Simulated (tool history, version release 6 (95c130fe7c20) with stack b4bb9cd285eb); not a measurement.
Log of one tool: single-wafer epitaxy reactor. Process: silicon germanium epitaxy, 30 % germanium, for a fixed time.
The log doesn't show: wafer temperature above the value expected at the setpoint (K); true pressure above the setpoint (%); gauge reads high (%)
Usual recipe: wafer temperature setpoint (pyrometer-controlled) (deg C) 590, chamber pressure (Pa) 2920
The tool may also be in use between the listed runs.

run    hour  wafer temperature setpoint (pyrometer-controlled) (deg C)  chamber pressure (Pa)  wafers since the last listed run  hours since the last pyrometer calibration  hours since the last manometer calibration  hours since the showerhead was replaced  hours since the gauge calibration  read-back reference wafer on the same gauge, thickness_nm  mean film thickness on the monitor wafer (nm)
  1       0                                                        590                   2920                                 0                                         0.5                                       871.3                                   3900.4                              647.5                                                     58.358                                         50.248
  2      51                                                        590                   2920                               848                                        51.5                                       922.3                                   3951.4                              698.5                                                     58.306                                         49.685
      177.3  -- capacitance manometer re-zeroed and calibrated
  3   364.8                                                        590                   2920                              5086                                       365.3                                       187.5                                   4265.2                             1012.3                                                     57.951                                         49.864
  4   455.5                                                        590                   2920                              1508                                         456                                       278.2                                   4355.9                               1103                                                     58.013                                         49.431
  5   533.8                                                        590                   2920                              1302                                       534.3                                       356.5                                   4434.2                             1181.3                                                     57.921                                         49.668
  6     590                                                        590                   2920                               934                                       590.5                                       412.7                                   4490.4                             1237.5                                                       57.8                                         49.735
  7   662.5                                                        590                   2920                              1205                                         663                                       485.2                                   4562.9                               1310                                                     57.915                                         49.654
  8   745.9                                                        590                   2920                              1387                                       746.4                                       568.6                                   4646.3                             1393.4                                                       57.9                                         49.403
  9   923.5                                                        590                   2680                              2954                                         924                                       746.2                                   4823.9                               1571                                                     57.845                                         47.319
 10    1008                                                        590                   2680                              1405                                      1008.5                                       830.7                                   4908.4                             1655.5                                                     57.641                                         47.448
 11  1099.4                                                        596                   2920                              1520                                      1099.9                                       922.1                                   4999.8                             1746.9                                                     57.704                                         56.191
     1130.2  -- gauge calibrated
 12  1173.5                                                        596                   2920                              1232                                        1174                                       996.2                                   5073.9                               43.3                                                     59.253                                         58.142
     1243.8  -- capacitance manometer re-zeroed and calibrated
 13  1256.9                                                        590                   2706                              1254                                      1257.4                                        13.1                                   5157.3                              126.7                                                      59.27                                         48.726
     1341.8  -- pyrometer calibrated
 14  1444.1                                                        590                   2920                              2980                                       102.3                                       200.3                                   5344.5                              313.9                                                     58.704                                         50.381
 15  1485.4                                                        590                   2920                               686                                       143.6                                       241.6                                   5385.8                              355.2                                                      58.61                                         49.875
 16  1555.2                                                        604                   2920                              1161                                       213.4                                       311.4                                   5455.6                                425                                                      58.39                                         67.539
       1575  -- showerhead replaced
 17  1601.4                                                        599                   3106                               635                                       259.6                                       357.6                                     26.4                              471.2                                                     58.389                                         62.825
 18  1669.8                                                        600                   3120                              1137                                         328                                         426                                     94.8                              539.6                                                     58.184                                         63.898
 19  1765.8                                                        600                   2586                              1596                                         424                                         522                                    190.8                              635.6                                                     58.131                                         57.718
 20  1829.8                                                        590                   2920                              1064                                         488                                         586                                    254.8                              699.6                                                     58.044                                         49.748
 21  1904.6                                                        586                   2600                              1244                                       562.8                                       660.8                                    329.6                              774.4                                                     57.873                                         43.192
 22    1994                                                        600                   2453                              1487                                       652.2                                       750.2                                      419                              863.8                                                     57.887                                         55.741
 23  2082.5                                                        590                   2920                              1472                                       740.7                                       838.7                                    507.5                              952.3                                                     57.756                                         49.445
 24  2124.7                                                        590                   3400                               701                                       782.9                                       880.9                                    549.7                              994.5                                                     57.734                                         53.402
 25  2164.2                                                        598                   3546                               657                                       822.4                                       920.4                                    589.2                               1034                                                     57.786                                         64.697
 26  2251.8                                                        595                   2266                              1457                                         910                                        1008                                    676.8                             1121.6                                                     57.734                                         47.908
     2294.2  -- capacitance manometer re-zeroed and calibrated
 27  2348.8                                                        603                   3506                              1480                                        1007                                        54.6                                    773.8                             1218.6                                                     57.656                                         70.927
 28  2417.9                                                        590                   2920                              1149                                      1076.1                                       123.7                                    842.9                             1287.7                                                     57.582                                         49.433
 29  2524.9                                                        581                   3453                              1779                                      1183.1                                       230.7                                    949.9                             1394.7                                                     57.532                                         44.396
     2584.9  -- pyrometer calibrated
 30  2615.1                                                        581                   2293                              1367                                        30.2                                       320.9                                   1040.1                             1484.9                                                     57.514                                          35.54
 31    2670                                                        590                   2920                               913                                        85.1                                       375.8                                     1095                             1539.8                                                     57.407                                         49.159
 32  2725.7                                                        594                   3480                               926                                       140.8                                       431.5                                   1150.7                             1595.5                                                     57.508                                         58.732
 33  2777.2                                                        575                   2920                               856                                       192.3                                         483                                   1202.2                               1647                                                     57.406                                         35.374
 34  2817.6                                                        590                   2920                               672                                       232.7                                       523.4                                   1242.6                             1687.4                                                     57.351                                         49.599
 35  2891.4                                                        604                   3506                              1227                                       306.5                                       597.2                                   1316.4                             1761.2                                                     57.289                                         72.278

4 ways to go on from here, each from the tool as it stands after run 35. What would each give?
  A  2891.8                                                        590                   3160                                 6                                       306.9                                       597.6                                   1316.8                             1761.6                                                          ?                                              ?
  B  2891.8                                                        579                   3440                                 6                                       306.9                                       597.6                                   1316.8                             1761.6                                                          ?                                              ?
  C  2891.8                                                        577                   3253                                 6                                       306.9                                       597.6                                   1316.8                             1761.6                                                          ?                                              ?
  D  2891.8                                                        577                   3213                                 6                                       306.9                                       597.6                                   1316.8                             1761.6                                                          ?                                              ?

run  read-back reference wafer on the same gauge, thickness_nm  mean film thickness on the monitor wafer (nm)
  A                                                     57.417                                         51.054
  B                                                     57.417                                         42.034
  C                                                     57.417                                         39.097
  D                                                     57.417                                         38.849
With no hidden state in the tool, these same runs would have given:
run  mean film thickness on the monitor wafer (nm)
  A                                         53.031
  B                                         43.662
  C                                         40.611
  D                                         40.353

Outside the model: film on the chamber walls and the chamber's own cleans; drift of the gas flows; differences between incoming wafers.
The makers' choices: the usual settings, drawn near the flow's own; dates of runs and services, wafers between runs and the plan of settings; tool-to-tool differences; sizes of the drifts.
